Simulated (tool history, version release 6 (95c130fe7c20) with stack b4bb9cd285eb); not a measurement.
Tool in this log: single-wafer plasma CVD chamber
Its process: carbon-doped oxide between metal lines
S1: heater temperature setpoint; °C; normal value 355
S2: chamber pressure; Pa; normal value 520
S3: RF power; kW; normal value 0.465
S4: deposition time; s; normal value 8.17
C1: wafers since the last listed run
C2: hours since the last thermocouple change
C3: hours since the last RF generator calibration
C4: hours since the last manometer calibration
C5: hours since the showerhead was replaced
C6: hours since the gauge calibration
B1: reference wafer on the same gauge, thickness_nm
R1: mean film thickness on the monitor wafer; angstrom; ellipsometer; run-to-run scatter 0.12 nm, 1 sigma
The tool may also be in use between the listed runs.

Run 1, hour 0: usual settings; C1 0; C2 659.3; C3 1369; C4 1539.9; C5 7373.4; C6 345.7; B1 39.16. Result: R1 355.73 angstrom.
Run 2, hour 64.8: usual settings; C1 2125; C2 724.1; C3 1433.8; C4 1604.7; C5 7438.2; C6 410.5; B1 39.094. Result: R1 355.62 angstrom.
Run 3, hour 124.2: usual settings; C1 1948; C2 783.5; C3 1493.2; C4 1664.1; C5 7497.6; C6 469.9; B1 39.038. Result: R1 358.08 angstrom.
Run 4, hour 175.1: usual settings; C1 1669; C2 834.4; C3 1544.1; C4 1715; C5 7548.5; C6 520.8; B1 39.008. Result: R1 355.29 angstrom.
Run 5, hour 261.2: usual settings; C1 2824; C2 920.5; C3 1630.2; C4 1801.1; C5 7634.6; C6 606.9; B1 38.926. Result: R1 355.2 angstrom.
Run 6, hour 315.9: usual settings; C1 1794; C2 975.2; C3 1684.9; C4 1855.8; C5 7689.3; C6 661.6; B1 38.914. Result: R1 352.91 angstrom.
Run 7, hour 369.6: usual settings; C1 1761; C2 1028.9; C3 1738.6; C4 1909.5; C5 7743; C6 715.3; B1 38.869. Result: R1 352.99 angstrom.
At hour 438.5: thermocouple changed; heater temperature recalibrated.
Run 8, hour 452.1: usual settings; C1 2443; C2 13.6; C3 1821.1; C4 1992; C5 7825.5; C6 797.8; B1 38.792. Result: R1 352.83 angstrom.
At hour 477.5: gauge calibrated.
Run 9, hour 516.3: usual settings; C1 2106; C2 77.8; C3 1885.3; C4 2056.2; C5 7889.7; C6 38.8; B1 39.278. Result: R1 356.49 angstrom.
Run 10, hour 570.9: usual settings; C1 1791; C2 132.4; C3 1939.9; C4 2110.8; C5 7944.3; C6 93.4; B1 39.276. Result: R1 357.19 angstrom.
At hour 664.4: showerhead replaced.
Run 11, hour 678.4: usual settings but S3 0.44 kW; C1 3264; C2 239.9; C3 2047.4; C4 2218.3; C5 14; C6 200.9; B1 39.195. Result: R1 345.07 angstrom.
Run 12, hour 771.5: usual settings; C1 3054; C2 333; C3 2140.5; C4 2311.4; C5 107.1; C6 294; B1 39.101. Result: R1 356.61 angstrom.
Run 13, hour 826.4: usual settings; C1 1801; C2 387.9; C3 2195.4; C4 2366.3; C5 162; C6 348.9; B1 39.046. Result: R1 356.03 angstrom.
At hour 861.2: RF generator calibrated.
Run 14, hour 913.2: usual settings but S2 588 Pa, S3 0.41 kW; C1 2585; C2 474.7; C3 52; C4 2453.1; C5 248.8; C6 435.7; B1 38.988. Result: R1 335.43 angstrom.
At hour 931.8: capacitance manometer re-zeroed and calibrated.
Run 15, hour 1003.3: usual settings; C1 2693; C2 564.8; C3 142.1; C4 71.5; C5 338.9; C6 525.8; B1 38.908. Result: R1 354.66 angstrom.
Run 16, hour 1071.3: usual settings but S1 370 °C, S2 635 Pa, S3 0.4 kW, S4 6.91 s; C1 2230; C2 632.8; C3 210.1; C4 139.5; C5 406.9; C6 593.8; B1 38.848. Result: R1 270.06 angstrom.
Run 17, hour 1160.1: usual settings but S1 364 °C, S2 641 Pa, S3 0.52 kW, S4 7.74 s; C1 2913; C2 721.6; C3 298.9; C4 228.3; C5 495.7; C6 682.6; B1 38.771. Result: R1 354.96 angstrom.
Run 18, hour 1250: usual settings but S1 342 °C, S2 557 Pa, S3 0.535 kW, S4 7.18 s; C1 2949; C2 811.5; C3 388.8; C4 318.2; C5 585.6; C6 772.5; B1 38.68. Result: R1 350.36 angstrom.
At hour 1286.2: gauge calibrated.
Run 19, hour 1341: usual settings but S2 487 Pa; C1 2985; C2 902.5; C3 479.8; C4 409.2; C5 676.6; C6 54.8; B1 39.37. Result: R1 358.45 angstrom.
Run 20, hour 1447.3: usual settings but S3 0.53 kW; C1 3487; C2 1008.8; C3 586.1; C4 515.5; C5 782.9; C6 161.1; B1 39.32. Result: R1 381.3 angstrom.

Predict each of these 4 candidate next runs independently; none follows another, all start after run 20:
Run A, hour 1447.7: usual settings but S1 351 °C; C1 13; C2 1009.2; C3 586.5; C4 515.9; C5 783.3; C6 161.5; B1 ?. Result: R1 ?.
Run B, hour 1447.7: usual settings but S1 367 °C, S2 483 Pa, S3 0.54 kW; C1 13; C2 1009.2; C3 586.5; C4 515.9; C5 783.3; C6 161.5; B1 ?. Result: R1 ?.
Run C, hour 1447.7: usual settings but S1 341 °C, S2 607 Pa, S4 6.76 s; C1 13; C2 1009.2; C3 586.5; C4 515.9; C5 783.3; C6 161.5; B1 ?. Result: R1 ?.
Run D, hour 1447.7: usual settings but S1 343 °C, S2 397 Pa, S3 0.44 kW, S4 7.1 s; C1 13; C2 1009.2; C3 586.5; C4 515.9; C5 783.3; C6 161.5; B1 ?. Result: R1 ?.

run      B1      R1
  A  39.308   362.8
  B  39.308  371.87
  C  39.308  316.94
  D  39.308   307.1
Stripped of hidden state, with their random variation kept, the same runs would have yielded:
run      R1
  A  363.75
  B  372.85
  C  317.77
  D  307.91
